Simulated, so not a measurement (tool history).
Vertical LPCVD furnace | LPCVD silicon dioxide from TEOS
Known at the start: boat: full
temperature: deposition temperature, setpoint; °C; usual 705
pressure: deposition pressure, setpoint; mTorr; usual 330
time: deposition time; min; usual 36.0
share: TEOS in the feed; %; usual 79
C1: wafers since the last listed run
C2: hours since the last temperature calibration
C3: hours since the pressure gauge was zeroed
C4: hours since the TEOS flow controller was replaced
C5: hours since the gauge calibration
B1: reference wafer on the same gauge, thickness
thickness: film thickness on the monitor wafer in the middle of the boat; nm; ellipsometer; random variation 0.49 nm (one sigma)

Run 1, hour 0.0: usual settings but share 83 %; C1 0; C2 3823.8; C3 3357.2; C4 2417.3; C5 175.0; B1 280.00. Result: thickness 362.11 nm.
Run 2, hour 11.7: usual settings but time 31.0 min; C1 142; C2 3835.5; C3 3368.9; C4 2429.0; C5 186.7; B1 279.99. Result: thickness 305.44 nm.
Run 3, hour 24.1: usual settings; C1 150; C2 3847.9; C3 3381.3; C4 2441.4; C5 199.1; B1 279.92. Result: thickness 354.95 nm.
Run 4, hour 33.4: usual settings; C1 112; C2 3857.2; C3 3390.6; C4 2450.7; C5 208.4; B1 279.95. Result: thickness 354.91 nm.
Run 5, hour 52.0: usual settings but pressure 295 mTorr; C1 225; C2 3875.8; C3 3409.2; C4 2469.3; C5 227.0; B1 280.01. Result: thickness 335.29 nm.
At hour 86.7: pressure gauge zeroed.
At hour 91.8: thermocouples replaced and temperature profile calibrated.
Run 6, hour 92.3: usual settings but pressure 295 mTorr; C1 136; C2 0.5; C3 5.6; C4 2509.6; C5 267.3; B1 279.96. Result: thickness 312.54 nm.
Run 7, hour 97.0: usual settings but pressure 295 mTorr; C1 57; C2 5.2; C3 10.3; C4 2514.3; C5 272.0; B1 279.92. Result: thickness 312.55 nm.
Run 8, hour 101.7: usual settings; C1 57; C2 9.9; C3 15.0; C4 2519.0; C5 276.7; B1 279.96. Result: thickness 330.57 nm.
Run 9, hour 113.6: usual settings; C1 144; C2 21.8; C3 26.9; C4 2530.9; C5 288.6; B1 279.97. Result: thickness 330.13 nm.
Run 10, hour 129.6: usual settings but share 86 %; C1 194; C2 37.8; C3 42.9; C4 2546.9; C5 304.6; B1 280.04. Result: thickness 344.99 nm.
Run 11, hour 140.3: usual settings; C1 129; C2 48.5; C3 53.6; C4 2557.6; C5 315.3; B1 279.91. Result: thickness 330.91 nm.
Run 12, hour 147.0: usual settings but pressure 360 mTorr; C1 81; C2 55.2; C3 60.3; C4 2564.3; C5 322.0; B1 280.03. Result: thickness 345.03 nm.
Run 13, hour 159.2: usual settings but temperature 694 °C, time 42.0 min; C1 148; C2 67.4; C3 72.5; C4 2576.5; C5 334.2; B1 279.94. Result: thickness 298.65 nm.
Run 14, hour 173.9: usual settings but temperature 694 °C, time 42.0 min; C1 178; C2 82.1; C3 87.2; C4 2591.2; C5 348.9; B1 280.01. Result: thickness 298.33 nm.
Run 15, hour 181.2: usual settings but temperature 716 °C, time 23.0 min; C1 88; C2 89.4; C3 94.5; C4 2598.5; C5 356.2; B1 279.89. Result: thickness 271.37 nm.
Run 16, hour 189.3: usual settings but temperature 711 °C, time 43.5 min, share 92 %; C1 98; C2 97.5; C3 102.6; C4 2606.6; C5 364.3; B1 280.00. Result: thickness 495.53 nm.
Run 17, hour 197.4: usual settings but time 27.0 min, share 71 %; C1 98; C2 105.6; C3 110.7; C4 2614.7; C5 372.4; B1 279.91. Result: thickness 234.85 nm.
At hour 227.8: TEOS flow controller replaced.
Run 18, hour 228.3: usual settings but pressure 250 mTorr, time 42.5 min; C1 83; C2 136.5; C3 141.6; C4 0.5; C5 403.3; B1 279.89. Result: thickness 339.22 nm.
Run 19, hour 233.0: usual settings; C1 57; C2 141.2; C3 146.3; C4 5.2; C5 408.0; B1 280.10. Result: thickness 330.90 nm.
Run 20, hour 237.8: usual settings but pressure 370 mTorr, share 86 %; C1 58; C2 146.0; C3 151.1; C4 10.0; C5 412.8; B1 280.07. Result: thickness 365.30 nm.
Run 21, hour 242.5: usual settings but temperature 710 °C, time 26.0 min; C1 57; C2 150.7; C3 155.8; C4 14.7; C5 417.5; B1 280.13. Result: thickness 267.64 nm.
Run 22, hour 251.2: usual settings but temperature 700 °C, pressure 365 mTorr, time 26.5 min, share 89 %; C1 105; C2 159.4; C3 164.5; C4 23.4; C5 426.2; B1 279.92. Result: thickness 241.50 nm.
At hour 261.1: gauge calibrated.
Run 23, hour 269.3: usual settings but pressure 280 mTorr, time 23.0 min; C1 219; C2 177.5; C3 182.6; C4 41.5; C5 8.2; B1 279.97. Result: thickness 194.29 nm.
Run 24, hour 277.6: usual settings; C1 100; C2 185.8; C3 190.9; C4 49.8; C5 16.5; B1 280.02. Result: thickness 330.11 nm.
Run 25, hour 290.2: usual settings but temperature 711 °C, pressure 405 mTorr; C1 153; C2 198.4; C3 203.5; C4 62.4; C5 29.1; B1 280.02. Result: thickness 419.10 nm.
Run 26, hour 304.9: usual settings but pressure 295 mTorr; C1 178; C2 213.1; C3 218.2; C4 77.1; C5 43.8; B1 280.08. Result: thickness 312.20 nm.
Run 27, hour 326.0: usual settings but pressure 390 mTorr, share 68 %; C1 256; C2 234.2; C3 239.3; C4 98.2; C5 64.9; B1 279.99. Result: thickness 334.31 nm.
Run 28, hour 335.2: usual settings; C1 111; C2 243.4; C3 248.5; C4 107.4; C5 74.1; B1 280.01. Result: thickness 331.02 nm.
Run 29, hour 344.5: usual settings but pressure 280 mTorr; C1 112; C2 252.7; C3 257.8; C4 116.7; C5 83.4; B1 280.03. Result: thickness 305.17 nm.
Run 30, hour 355.6: usual settings but temperature 695 °C, share 67 %; C1 134; C2 263.8; C3 268.9; C4 127.8; C5 94.5; B1 279.98. Result: thickness 241.33 nm.
Run 31, hour 364.2: usual settings; C1 104; C2 272.4; C3 277.5; C4 136.4; C5 103.1; B1 280.00. Result: thickness 330.80 nm.
Run 32, hour 381.4: usual settings; C1 208; C2 289.6; C3 294.7; C4 153.6; C5 120.3; B1 279.98. Result: thickness 330.99 nm.

Forecast each of these 3 alternatives for the next run:
Run A, hour 386.2: usual settings but time 22.5 min; C1 58; C2 294.4; C3 299.5; C4 158.4; C5 125.1; B1 ?. Result: thickness ?.
Run B, hour 386.2: usual settings but temperature 708 °C, pressure 260 mTorr, time 48.0 min, share 90 %; C1 58; C2 294.4; C3 299.5; C4 158.4; C5 125.1; B1 ?. Result: thickness ?.
Run C, hour 386.2: usual settings but temperature 701 °C, pressure 360 mTorr, time 40.0 min, share 89 %; C1 58; C2 294.4; C3 299.5; C4 158.4; C5 125.1; B1 ?. Result: thickness ?.

run      B1  thickness
  A  279.93     206.94
  B  279.93     448.04
  C  279.93     371.83
Without the tool's hidden state the same runs would have given:
run  thickness
  A     206.13
  B     446.32
  C     370.38
